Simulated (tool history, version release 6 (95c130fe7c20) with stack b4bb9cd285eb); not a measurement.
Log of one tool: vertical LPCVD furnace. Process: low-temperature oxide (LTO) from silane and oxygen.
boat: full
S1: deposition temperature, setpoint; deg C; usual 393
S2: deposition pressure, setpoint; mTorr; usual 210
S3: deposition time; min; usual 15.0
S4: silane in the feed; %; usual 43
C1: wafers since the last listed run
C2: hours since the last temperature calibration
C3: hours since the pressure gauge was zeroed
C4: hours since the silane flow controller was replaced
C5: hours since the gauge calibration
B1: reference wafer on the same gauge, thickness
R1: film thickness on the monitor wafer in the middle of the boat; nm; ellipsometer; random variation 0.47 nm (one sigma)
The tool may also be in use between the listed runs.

{"run": 1, "day": 0.0, "S1": 393, "S2": 210, "S3": 15.0, "S4": 43, "C1": 0, "C2": 4083.6, "C3": 2416.9, "C4": 4595.0, "C5": 1331.8, "B1": 113.0, "R1": 131.8}
{"run": 2, "day": 1.062, "S1": 393, "S2": 210, "S3": 15.0, "S4": 43, "C1": 511, "C2": 4109.1, "C3": 2442.4, "C4": 4620.5, "C5": 1357.3, "B1": 113.05, "R1": 132.88}
{"run": 3, "day": 3.592, "S1": 393, "S2": 210, "S3": 15.0, "S4": 43, "C1": 1217, "C2": 4169.8, "C3": 2503.1, "C4": 4681.2, "C5": 1418.0, "B1": 112.98, "R1": 132.37}
{"run": 4, "day": 6.5, "S1": 399, "S2": 210, "S3": 15.0, "S4": 43, "C1": 1399, "C2": 4239.6, "C3": 2572.9, "C4": 4751.0, "C5": 1487.8, "B1": 113.02, "R1": 142.27}
{"run": 5, "day": 7.688, "S1": 399, "S2": 210, "S3": 15.0, "S4": 43, "C1": 571, "C2": 4268.1, "C3": 2601.4, "C4": 4779.5, "C5": 1516.3, "B1": 113.08, "R1": 142.08}
{"run": 6, "day": 10.071, "S1": 393, "S2": 210, "S3": 15.0, "S4": 43, "C1": 1147, "C2": 4325.3, "C3": 2658.6, "C4": 4836.7, "C5": 1573.5, "B1": 112.98, "R1": 131.89}
{"run": 7, "day": 12.25, "S1": 393, "S2": 210, "S3": 15.0, "S4": 43, "C1": 1048, "C2": 4377.6, "C3": 2710.9, "C4": 4889.0, "C5": 1625.8, "B1": 112.99, "R1": 132.0}
{"run": 8, "day": 13.646, "S1": 393, "S2": 210, "S3": 15.0, "S4": 43, "C1": 671, "C2": 4411.1, "C3": 2744.4, "C4": 4922.5, "C5": 1659.3, "B1": 113.07, "R1": 133.33}
{"run": 9, "day": 15.171, "S1": 388, "S2": 210, "S3": 12.0, "S4": 43, "C1": 733, "C2": 4447.7, "C3": 2781.0, "C4": 4959.1, "C5": 1695.9, "B1": 112.98, "R1": 100.16}
{"day": 17.183, "done": "pressure gauge zeroed"}
{"run": 10, "day": 18.062, "S1": 393, "S2": 210, "S3": 13.5, "S4": 43, "C1": 910, "C2": 4517.1, "C3": 21.1, "C4": 5028.5, "C5": 1765.3, "B1": 112.99, "R1": 113.41}
{"run": 11, "day": 20.733, "S1": 393, "S2": 210, "S3": 13.5, "S4": 43, "C1": 1285, "C2": 4581.2, "C3": 85.2, "C4": 5092.6, "C5": 1829.4, "B1": 113.02, "R1": 113.87}
{"run": 12, "day": 23.546, "S1": 393, "S2": 210, "S3": 19.0, "S4": 43, "C1": 1353, "C2": 4648.7, "C3": 152.7, "C4": 5160.1, "C5": 1896.9, "B1": 113.01, "R1": 160.9}
{"day": 26.025, "done": "silane flow controller replaced"}
{"run": 13, "day": 26.046, "S1": 402, "S2": 175, "S3": 12.0, "S4": 50, "C1": 721, "C2": 4708.7, "C3": 212.7, "C4": 0.5, "C5": 1956.9, "B1": 113.03, "R1": 104.45}
{"run": 14, "day": 27.154, "S1": 383, "S2": 210, "S3": 15.0, "S4": 43, "C1": 533, "C2": 4735.3, "C3": 239.3, "C4": 27.1, "C5": 1983.5, "B1": 112.97, "R1": 109.85}
{"run": 15, "day": 29.588, "S1": 389, "S2": 240, "S3": 13.0, "S4": 43, "C1": 1171, "C2": 4793.7, "C3": 297.7, "C4": 85.5, "C5": 2041.9, "B1": 112.98, "R1": 116.95}
{"run": 16, "day": 31.129, "S1": 393, "S2": 210, "S3": 15.0, "S4": 43, "C1": 742, "C2": 4830.7, "C3": 334.7, "C4": 122.5, "C5": 2078.9, "B1": 112.98, "R1": 123.04}
{"day": 32.404, "done": "gauge calibrated"}
{"run": 17, "day": 33.925, "S1": 393, "S2": 175, "S3": 17.5, "S4": 47, "C1": 1345, "C2": 4897.8, "C3": 401.8, "C4": 189.6, "C5": 36.5, "B1": 113.01, "R1": 132.22}
{"run": 18, "day": 39.842, "S1": 400, "S2": 225, "S3": 15.0, "S4": 47, "C1": 2847, "C2": 5039.8, "C3": 543.8, "C4": 331.6, "C5": 178.5, "B1": 112.95, "R1": 157.21}
{"run": 19, "day": 41.333, "S1": 393, "S2": 210, "S3": 19.0, "S4": 43, "C1": 717, "C2": 5075.6, "C3": 579.6, "C4": 367.4, "C5": 214.3, "B1": 112.97, "R1": 156.82}
{"run": 20, "day": 43.775, "S1": 399, "S2": 210, "S3": 15.0, "S4": 43, "C1": 1175, "C2": 5134.2, "C3": 638.2, "C4": 426.0, "C5": 272.9, "B1": 113.0, "R1": 133.6}
{"run": 21, "day": 45.846, "S1": 393, "S2": 210, "S3": 15.0, "S4": 43, "C1": 996, "C2": 5183.9, "C3": 687.9, "C4": 475.7, "C5": 322.6, "B1": 112.97, "R1": 125.02}
{"day": 47.071, "done": "thermocouples replaced and temperature profile calibrated"}
{"run": 22, "day": 48.904, "S1": 393, "S2": 210, "S3": 15.0, "S4": 43, "C1": 990, "C2": 44.0, "C3": 761.3, "C4": 549.1, "C5": 396.0, "B1": 113.05, "R1": 124.33}
{"run": 23, "day": 50.383, "S1": 386, "S2": 175, "S3": 9.5, "S4": 45, "C1": 711, "C2": 79.5, "C3": 796.8, "C4": 584.6, "C5": 431.5, "B1": 112.92, "R1": 64.01}
{"run": 24, "day": 51.425, "S1": 383, "S2": 235, "S3": 15.0, "S4": 43, "C1": 501, "C2": 104.5, "C3": 821.8, "C4": 609.6, "C5": 456.5, "B1": 113.03, "R1": 124.79}
{"run": 25, "day": 53.954, "S1": 393, "S2": 210, "S3": 15.0, "S4": 43, "C1": 1217, "C2": 165.2, "C3": 882.5, "C4": 670.3, "C5": 517.2, "B1": 112.97, "R1": 126.05}
{"run": 26, "day": 56.129, "S1": 393, "S2": 190, "S3": 15.0, "S4": 36, "C1": 1046, "C2": 217.4, "C3": 934.7, "C4": 722.5, "C5": 569.4, "B1": 113.11, "R1": 92.01}
{"run": 27, "day": 60.092, "S1": 387, "S2": 210, "S3": 15.0, "S4": 43, "C1": 1907, "C2": 312.5, "C3": 1029.8, "C4": 817.6, "C5": 664.5, "B1": 113.04, "R1": 118.02}
{"run": 28, "day": 62.508, "S1": 400, "S2": 250, "S3": 15.0, "S4": 40, "C1": 1163, "C2": 370.5, "C3": 1087.8, "C4": 875.6, "C5": 722.5, "B1": 113.07, "R1": 149.85}
{"run": 29, "day": 64.446, "S1": 399, "S2": 225, "S3": 19.5, "S4": 39, "C1": 932, "C2": 417.0, "C3": 1134.3, "C4": 922.1, "C5": 769.0, "B1": 113.0, "R1": 168.66}
{"run": 30, "day": 65.775, "S1": 393, "S2": 210, "S3": 15.0, "S4": 43, "C1": 639, "C2": 448.9, "C3": 1166.2, "C4": 954.0, "C5": 800.9, "B1": 112.98, "R1": 126.79}
{"run": 31, "day": 68.342, "S1": 387, "S2": 190, "S3": 15.0, "S4": 43, "C1": 1235, "C2": 510.5, "C3": 1227.8, "C4": 1015.6, "C5": 862.5, "B1": 113.01, "R1": 108.35}
{"run": 32, "day": 69.475, "S1": 385, "S2": 160, "S3": 9.5, "S4": 49, "C1": 545, "C2": 537.7, "C3": 1255.0, "C4": 1042.8, "C5": 889.7, "B1": 112.98, "R1": 64.62}

3 ways to go on from here, each from the tool as it stands after run 32. What would each give?
{"run": "A", "day": 69.662, "S1": 393, "S2": 210, "S3": 15.0, "S4": 43, "C1": 90, "C2": 542.2, "C3": 1259.5, "C4": 1047.3, "C5": 894.2, "B1": "?", "R1": "?"}
{"run": "B", "day": 69.662, "S1": 400, "S2": 170, "S3": 11.0, "S4": 43, "C1": 90, "C2": 542.2, "C3": 1259.5, "C4": 1047.3, "C5": 894.2, "B1": "?", "R1": "?"}
{"run": "C", "day": 69.662, "S1": 393, "S2": 210, "S3": 15.0, "S4": 36, "C1": 90, "C2": 542.2, "C3": 1259.5, "C4": 1047.3, "C5": 894.2, "B1": "?", "R1": "?"}

run=A B1=112.99 R1=127.16
run=B B1=112.99 R1=81.87
run=C B1=112.99 R1=102.80
Without the tool's hidden state the same runs would have given:
run=A R1=122.22
run=B R1=78.32
run=C R1=98.20
